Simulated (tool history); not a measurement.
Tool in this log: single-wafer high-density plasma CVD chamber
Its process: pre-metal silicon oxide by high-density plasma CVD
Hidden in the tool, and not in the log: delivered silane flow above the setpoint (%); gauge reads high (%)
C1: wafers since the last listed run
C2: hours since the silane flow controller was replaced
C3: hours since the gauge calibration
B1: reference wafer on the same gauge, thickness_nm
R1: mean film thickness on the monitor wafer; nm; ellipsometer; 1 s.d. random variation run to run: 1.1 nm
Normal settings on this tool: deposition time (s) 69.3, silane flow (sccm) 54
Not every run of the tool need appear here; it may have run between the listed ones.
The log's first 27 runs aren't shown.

Run 28, hour 2111.2: usual settings but deposition time (s) 58.8, silane flow (sccm) 60; C1 470; C2 1057.0; C3 975.8; B1 385.861. Result: R1 342.413 nm.
Run 29, hour 2175.5: usual settings; C1 529; C2 1121.3; C3 1040.1; B1 385.688. Result: R1 365.691 nm.
Run 30, hour 2211.7: usual settings but deposition time (s) 74.6; C1 297; C2 1157.5; C3 1076.3; B1 385.830. Result: R1 391.931 nm.
Run 31, hour 2286.9: usual settings but deposition time (s) 55.6, silane flow (sccm) 57; C1 618; C2 1232.7; C3 1151.5; B1 385.809. Result: R1 309.320 nm.
Run 32, hour 2360.8: usual settings but deposition time (s) 57.1, silane flow (sccm) 61; C1 608; C2 1306.6; C3 1225.4; B1 386.160. Result: R1 340.052 nm.
Run 33, hour 2412.5: usual settings but deposition time (s) 64.4; C1 425; C2 1358.3; C3 1277.1; B1 385.994. Result: R1 338.327 nm.
Run 34, hour 2500.2: usual settings but deposition time (s) 63.0; C1 721; C2 1446.0; C3 1364.8; B1 385.830. Result: R1 330.269 nm.
Run 35, hour 2598.8: usual settings but deposition time (s) 61.8, silane flow (sccm) 60; C1 811; C2 1544.6; C3 1463.4; B1 386.206. Result: R1 362.143 nm.
Run 36, hour 2641.8: usual settings but deposition time (s) 81.8, silane flow (sccm) 62; C1 353; C2 1587.6; C3 1506.4; B1 386.050. Result: R1 494.935 nm.
Run 37, hour 2682.0: usual settings but deposition time (s) 75.4, silane flow (sccm) 59; C1 330; C2 1627.8; C3 1546.6; B1 386.151. Result: R1 435.474 nm.
Run 38, hour 2728.3: usual settings but silane flow (sccm) 64; C1 381; C2 1674.1; C3 1592.9; B1 385.910. Result: R1 431.962 nm.
Run 39, hour 2799.1: usual settings; C1 582; C2 1744.9; C3 1663.7; B1 385.835. Result: R1 364.798 nm.
Run 40, hour 2835.8: usual settings but deposition time (s) 63.9, silane flow (sccm) 47; C1 302; C2 1781.6; C3 1700.4; B1 385.829. Result: R1 292.294 nm.
Run 41, hour 2924.5: usual settings but deposition time (s) 82.8, silane flow (sccm) 61; C1 730; C2 1870.3; C3 1789.1; B1 386.021. Result: R1 490.519 nm.
Run 42, hour 2991.9: usual settings; C1 554; C2 1937.7; C3 1856.5; B1 385.900. Result: R1 364.727 nm.
Run 43, hour 3154.0: usual settings but silane flow (sccm) 50; C1 1334; C2 2099.8; C3 2018.6; B1 386.202. Result: R1 338.077 nm.
Run 44, hour 3219.9: usual settings but deposition time (s) 63.7, silane flow (sccm) 44; C1 542; C2 2165.7; C3 2084.5; B1 386.030. Result: R1 272.327 nm.
Run 45, hour 3284.5: usual settings; C1 531; C2 2230.3; C3 2149.1; B1 386.058. Result: R1 363.249 nm.
Run 46, hour 3340.5: usual settings but deposition time (s) 73.4, silane flow (sccm) 64; C1 460; C2 2286.3; C3 2205.1; B1 386.172. Result: R1 457.367 nm.
Run 47, hour 3391.4: usual settings but deposition time (s) 59.1, silane flow (sccm) 51; C1 418; C2 2337.2; C3 2256.0; B1 385.961. Result: R1 294.044 nm.
Run 48, hour 3431.2: usual settings; C1 327; C2 2377.0; C3 2295.8; B1 386.047. Result: R1 364.365 nm.

3 ways to go on from here, each from the tool as it stands after run 48. What would each give?
Run A, hour 3431.6: usual settings but silane flow (sccm) 60; C1 3; C2 2377.4; C3 2296.2; B1 ?. Result: R1 ?.
Run B, hour 3431.6: usual settings but deposition time (s) 80.6, silane flow (sccm) 63; C1 3; C2 2377.4; C3 2296.2; B1 ?. Result: R1 ?.
Run C, hour 3431.6: usual settings but deposition time (s) 75.6, silane flow (sccm) 59; C1 3; C2 2377.4; C3 2296.2; B1 ?. Result: R1 ?.

run       B1       R1
  A  385.952  404.351
  B  385.952  493.798
  C  385.952  433.758
Had the tool no hidden state, the same runs would have come out as:
run       R1
  A  404.351
  B  493.798
  C  433.758
